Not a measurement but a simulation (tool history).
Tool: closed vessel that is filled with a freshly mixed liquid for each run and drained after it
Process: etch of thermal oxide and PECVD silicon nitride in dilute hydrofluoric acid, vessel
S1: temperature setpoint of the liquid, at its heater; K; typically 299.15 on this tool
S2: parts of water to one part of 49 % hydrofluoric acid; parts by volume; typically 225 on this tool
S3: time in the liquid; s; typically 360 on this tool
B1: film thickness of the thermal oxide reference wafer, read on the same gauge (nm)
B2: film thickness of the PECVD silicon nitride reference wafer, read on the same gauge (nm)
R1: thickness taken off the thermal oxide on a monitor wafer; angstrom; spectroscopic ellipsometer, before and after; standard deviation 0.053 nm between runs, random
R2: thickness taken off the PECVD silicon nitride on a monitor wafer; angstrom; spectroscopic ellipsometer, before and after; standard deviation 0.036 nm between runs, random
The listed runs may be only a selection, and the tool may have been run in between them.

run	hour	S1	S2	S3	B1	B2	R1	R2
1	0	299.15	225	360	69.99	90.01	91.7	72.4
2	24.9	299.15	225	360	69.99	90.01	91.8	72.1
3	54.8	299.15	225	360	70	89.97	92.6	71.9
4	68	299.15	225	360	69.98	90.02	93.5	72.2
5	99.8	299.15	225	360	69.99	90.01	93.6	72.2
6	121.3	297.65	225	360	69.99	90	88.3	67
7	154.5	301.65	225	540	69.99	90.04	155.1	128.4
# hour 167: hydrofluoric acid flow meter replaced
# hour 169.9: thermometer replaced
8	171.3	299.15	225	360	70	90.01	84.1	63.5
9	206.7	299.15	310	415	69.99	90.01	65.2	52.9
10	221.6	297.65	285	360	70.01	89.97	59.6	45.8
11	245.8	299.15	225	360	69.99	89.99	85.2	64.1
12	267.1	303.65	225	525	69.99	89.96	145.2	122.8
13	299.5	295.65	225	275	70	90	57.5	39.8
14	313.3	299.15	225	360	70	90.03	86.2	64.4
# hour 333: gauge calibrated
15	337.5	299.15	225	360	69.98	90.03	87.9	65.4
16	356.5	297.65	125	360	69.99	90.02	165	106.7
17	383.5	299.15	295	360	69.99	89.98	61.5	50.2
18	404.2	299.15	225	360	70.02	89.97	86.9	65.7
19	431.3	299.15	315	565	69.99	89.96	90.2	73.8
20	444.2	294.15	225	360	69.99	90.01	74.3	47.9
21	469.1	299.15	300	360	69.98	89.94	60.8	49.4
22	492.4	299.15	170	150	69.98	90	52.4	36.5
23	507.9	299.15	225	360	70	90.04	88.8	66.9
24	532.4	296.65	225	360	69.99	90	81.2	57
25	564.7	299.15	290	300	70	90.02	54.2	43.3
# hour 628.7: hydrofluoric acid flow meter replaced
26	647.8	299.15	335	560	70	90.01	80.6	68.3

Consider 4 possible next runs. They are alternatives, not a sequence: every one starts from the tool as it was left by run 26. What does each give?
A	648.6	299.15	225	360	?	?	?	?
B	648.6	303.15	120	475	?	?	?	?
C	648.6	303.15	225	530	?	?	?	?
D	648.6	299.15	305	360	?	?	?	?

run	B1	B2	R1	R2
A	70	89.97	86.1	65.2
B	70	89.97	279.9	207.7
C	70	89.97	145.4	122
D	70	89.97	58.3	48
Take away the tool's hidden state, keep each run's random variation, and the runs would have read:
run	R1	R2
A	82.9	61.5
B	269.5	195.7
C	140.3	115.3
D	56.3	45.4

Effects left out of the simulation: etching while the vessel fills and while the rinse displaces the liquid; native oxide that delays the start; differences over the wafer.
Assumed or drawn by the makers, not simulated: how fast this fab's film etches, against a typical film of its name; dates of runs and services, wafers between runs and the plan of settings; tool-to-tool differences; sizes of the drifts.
